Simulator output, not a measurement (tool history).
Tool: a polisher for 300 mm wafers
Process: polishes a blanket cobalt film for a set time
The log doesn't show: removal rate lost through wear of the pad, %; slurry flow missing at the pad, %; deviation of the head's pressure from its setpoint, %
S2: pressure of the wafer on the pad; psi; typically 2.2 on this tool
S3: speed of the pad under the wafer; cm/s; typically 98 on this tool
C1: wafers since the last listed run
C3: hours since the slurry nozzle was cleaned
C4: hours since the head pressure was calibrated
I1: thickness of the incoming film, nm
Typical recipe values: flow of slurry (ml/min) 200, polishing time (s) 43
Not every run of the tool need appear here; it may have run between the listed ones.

{"run": 1, "day": 0.0, "flow of slurry (ml/min)": 200, "S2": 2.7, "S3": 72, "polishing time (s)": 43, "C1": 0, "wafers polished on this pad": 2575, "C3": 109.3, "C4": 190.6, "I1": 660.7, "film removed (angstrom)": 1738}
{"run": 2, "day": 2.171, "flow of slurry (ml/min)": 200, "S2": 2.7, "S3": 72, "polishing time (s)": 43, "C1": 549, "wafers polished on this pad": 3125, "C3": 161.4, "C4": 242.7, "I1": 642.9, "film removed (angstrom)": 1757}
{"day": 3.575, "done": "worn pad replaced by a new one"}
{"run": 3, "day": 4.696, "flow of slurry (ml/min)": 200, "S2": 2.2, "S3": 98, "polishing time (s)": 43, "C1": 597, "wafers polished on this pad": 284, "C3": 222.0, "C4": 303.3, "I1": 653.4, "film removed (angstrom)": 2027}
{"run": 4, "day": 8.512, "flow of slurry (ml/min)": 200, "S2": 2.2, "S3": 98, "polishing time (s)": 43, "C1": 966, "wafers polished on this pad": 1250, "C3": 313.6, "C4": 394.9, "I1": 652.3, "film removed (angstrom)": 1989}
{"run": 5, "day": 12.258, "flow of slurry (ml/min)": 200, "S2": 2.2, "S3": 98, "polishing time (s)": 43, "C1": 948, "wafers polished on this pad": 2198, "C3": 403.5, "C4": 484.8, "I1": 651.0, "film removed (angstrom)": 1926}
{"day": 13.804, "done": "head pressure recalibrated"}
{"run": 6, "day": 14.004, "flow of slurry (ml/min)": 200, "S2": 2.2, "S3": 104, "polishing time (s)": 43, "C1": 420, "wafers polished on this pad": 2619, "C3": 445.4, "C4": 4.8, "I1": 640.9, "film removed (angstrom)": 2000}
{"day": 15.012, "done": "worn pad replaced by a new one"}
{"run": 7, "day": 18.021, "flow of slurry (ml/min)": 200, "S2": 2.2, "S3": 98, "polishing time (s)": 40, "C1": 974, "wafers polished on this pad": 761, "C3": 541.8, "C4": 101.2, "I1": 648.8, "film removed (angstrom)": 1881}
{"run": 8, "day": 19.579, "flow of slurry (ml/min)": 200, "S2": 2.2, "S3": 98, "polishing time (s)": 40, "C1": 394, "wafers polished on this pad": 1155, "C3": 579.2, "C4": 138.6, "I1": 655.7, "film removed (angstrom)": 1860}
{"day": 19.842, "done": "slurry nozzle cleaned"}
{"run": 9, "day": 21.883, "flow of slurry (ml/min)": 200, "S2": 2.2, "S3": 98, "polishing time (s)": 40, "C1": 572, "wafers polished on this pad": 1728, "C3": 49.0, "C4": 193.9, "I1": 654.6, "film removed (angstrom)": 1797}
{"run": 10, "day": 25.329, "flow of slurry (ml/min)": 200, "S2": 1.8, "S3": 98, "polishing time (s)": 43, "C1": 872, "wafers polished on this pad": 2600, "C3": 131.7, "C4": 276.6, "I1": 652.0, "film removed (angstrom)": 1559}
{"day": 29.392, "done": "worn pad replaced by a new one"}
{"run": 11, "day": 29.704, "flow of slurry (ml/min)": 200, "S2": 1.9, "S3": 84, "polishing time (s)": 43, "C1": 1065, "wafers polished on this pad": 78, "C3": 236.7, "C4": 381.6, "I1": 660.5, "film removed (angstrom)": 1585}
{"day": 38.696, "done": "head pressure recalibrated"}
{"day": 42.188, "done": "worn pad replaced by a new one, of another model than before"}
{"run": 12, "day": 42.208, "flow of slurry (ml/min)": 200, "S2": 2.2, "S3": 98, "polishing time (s)": 43, "C1": 3102, "wafers polished on this pad": 5, "C3": 536.8, "C4": 84.3, "I1": 644.6, "film removed (angstrom)": 2105}
{"day": 42.938, "done": "slurry nozzle cleaned"}
{"run": 13, "day": 44.279, "flow of slurry (ml/min)": 220, "S2": 1.7, "S3": 120, "polishing time (s)": 37, "C1": 513, "wafers polished on this pad": 518, "C3": 32.2, "C4": 134.0, "I1": 648.4, "film removed (angstrom)": 1651}
{"run": 14, "day": 45.854, "flow of slurry (ml/min)": 200, "S2": 2.2, "S3": 124, "polishing time (s)": 43, "C1": 398, "wafers polished on this pad": 917, "C3": 70.0, "C4": 171.8, "I1": 638.0, "film removed (angstrom)": 2231}
{"run": 15, "day": 47.433, "flow of slurry (ml/min)": 200, "S2": 2.2, "S3": 98, "polishing time (s)": 43, "C1": 399, "wafers polished on this pad": 1317, "C3": 107.9, "C4": 209.7, "I1": 660.5, "film removed (angstrom)": 1992}
{"run": 16, "day": 49.738, "flow of slurry (ml/min)": 200, "S2": 1.6, "S3": 98, "polishing time (s)": 43, "C1": 583, "wafers polished on this pad": 1900, "C3": 163.2, "C4": 265.0, "I1": 661.4, "film removed (angstrom)": 1579}
{"run": 17, "day": 52.592, "flow of slurry (ml/min)": 180, "S2": 2.7, "S3": 98, "polishing time (s)": 51, "C1": 722, "wafers polished on this pad": 2623, "C3": 231.7, "C4": 333.5, "I1": 645.4, "film removed (angstrom)": 2529}
{"day": 56.446, "done": "worn pad replaced by a new one"}
{"run": 18, "day": 56.467, "flow of slurry (ml/min)": 200, "S2": 1.9, "S3": 98, "polishing time (s)": 43, "C1": 938, "wafers polished on this pad": 4, "C3": 324.7, "C4": 426.5, "I1": 662.3, "film removed (angstrom)": 1893}
{"run": 19, "day": 60.258, "flow of slurry (ml/min)": 220, "S2": 2.2, "S3": 86, "polishing time (s)": 53, "C1": 959, "wafers polished on this pad": 964, "C3": 415.7, "C4": 517.5, "I1": 649.2, "film removed (angstrom)": 2328}
{"day": 64.512, "done": "head pressure recalibrated"}
{"run": 20, "day": 64.675, "flow of slurry (ml/min)": 200, "S2": 2.2, "S3": 132, "polishing time (s)": 36, "C1": 1097, "wafers polished on this pad": 2061, "C3": 521.7, "C4": 3.9, "I1": 647.9, "film removed (angstrom)": 1858}

State the hidden condition of the tool at each of the runs:
slurry flow missing at the pad, %: 0, the same for each run
deviation of the head's pressure from its setpoint, %: 0, the same for each run
H1: removal rate lost through wear of the pad, %
run=1 H1=10.4
run=2 H1=12.5
run=3 H1=1.56
run=4 H1=5.11
run=5 H1=8.58
run=6 H1=10.2
run=7 H1=3.26
run=8 H1=4.71
run=9 H1=6.84
run=10 H1=10
run=11 H1=0.64
run=12 H1=0.353
run=13 H1=2.27
run=14 H1=3.73
run=15 H1=5.2
run=16 H1=7.34
run=17 H1=9.99
run=18 H1=1.43
run=19 H1=4.95
run=20 H1=9.05
